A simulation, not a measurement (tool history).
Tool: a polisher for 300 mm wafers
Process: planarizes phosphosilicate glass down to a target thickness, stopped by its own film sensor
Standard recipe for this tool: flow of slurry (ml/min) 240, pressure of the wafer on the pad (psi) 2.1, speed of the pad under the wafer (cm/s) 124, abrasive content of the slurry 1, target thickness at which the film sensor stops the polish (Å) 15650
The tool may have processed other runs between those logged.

run	hour	flow of slurry (ml/min)	pressure of the wafer on the pad (psi)	speed of the pad under the wafer (cm/s)	abrasive content of the slurry	target thickness at which the film sensor stops the polish (Å)	incoming thickness of the incoming film, nm	time until the film sensor stopped the polish (s)
1	0	240	2.1	124	1	15650	2352.2	133.5
2	36.8	240	2.1	124	1	15650	2351.6	134.8
# hour 42.1: conditioning disc replaced and pad reconditioned
# hour 92: slurry blender recalibrated
# hour 101.7: head pressure recalibrated
3	134.6	240	2.1	124	1	15650	2346	131.5
4	193.1	240	2.1	124	1	15650	2311.5	133.3
# hour 231.1: worn pad replaced by a new one
5	256.6	305	2.1	124	1.2	15650	2326	116
6	357.3	305	2.1	124	1.2	15650	2349.8	124.7
7	411.9	305	2.1	124	1.2	15650	2384.7	126.2
# hour 448.8: slurry blender recalibrated
8	453.2	240	2.1	124	1	15650	2339.3	141.7
9	507	240	2.1	124	1	15650	2334.8	138.4
# hour 558: worn pad replaced by a new one
# hour 590.6: conditioning disc replaced and pad reconditioned
10	693.6	240	2.1	124	1	15650	2349.2	146.6
11	765.1	240	2.1	124	1	15650	2369.3	151
# hour 775.9: head pressure recalibrated
# hour 843.5: slurry blender recalibrated
12	851.7	240	2.1	124	1	15650	2339	155.7
# hour 865.8: slurry nozzle cleaned
# hour 890.9: worn pad replaced by a new one
13	891.4	240	2.1	108	1	17180	2352.1	122.2
14	958.6	195	2.3	144	1	15650	2321.9	109.4
15	1028.1	240	2.1	124	1.15	14290	2350	152.4
# hour 1057.4: conditioning disc replaced and pad reconditioned
# hour 1193: worn pad replaced by a new one
16	1206.5	240	1.7	152	1.25	14400	2331.2	152.8
# hour 1215.3: slurry blender recalibrated
17	1258.8	215	1.7	124	1	13410	2325.1	225.5
18	1313.6	310	2.1	90	1.1	17230	2330.4	128.3
19	1477.7	215	1.7	124	1	13410	2346.6	233.2
# hour 1500: worn pad replaced by a new one
20	1528.3	240	2.1	124	1	15650	2347.7	145.6
# hour 1581.9: conditioning disc replaced and pad reconditioned
21	1599.8	240	2.1	124	1	15650	2355.3	144.3
# hour 1602: slurry blender recalibrated
# hour 1629.5: head pressure recalibrated
# hour 1680.3: slurry nozzle cleaned
22	1684.1	240	2.3	124	0.75	15650	2309.9	130.3

5 ways to go on from here, each from the tool as it stands after run 22. What would each give?
A	1684.6	240	2.1	124	1	15650	2314.1	?
B	1684.6	315	2.1	124	1	15650	2314.1	?
C	1684.6	240	2.1	124	1.15	16920	2314.1	?
D	1684.6	240	1.6	124	1	13950	2314.1	?
E	1684.6	240	2.4	136	1	17030	2314.1	?

run	time until the film sensor stopped the polish (s)
A	131.8
B	128
C	103.4
D	212.2
E	87.4
With the hidden condition removed and each run's random variation left untouched, the same runs would have given:
run	time until the film sensor stopped the polish (s)
A	131.5
B	127.7
C	103.1
D	211.7
E	87.2
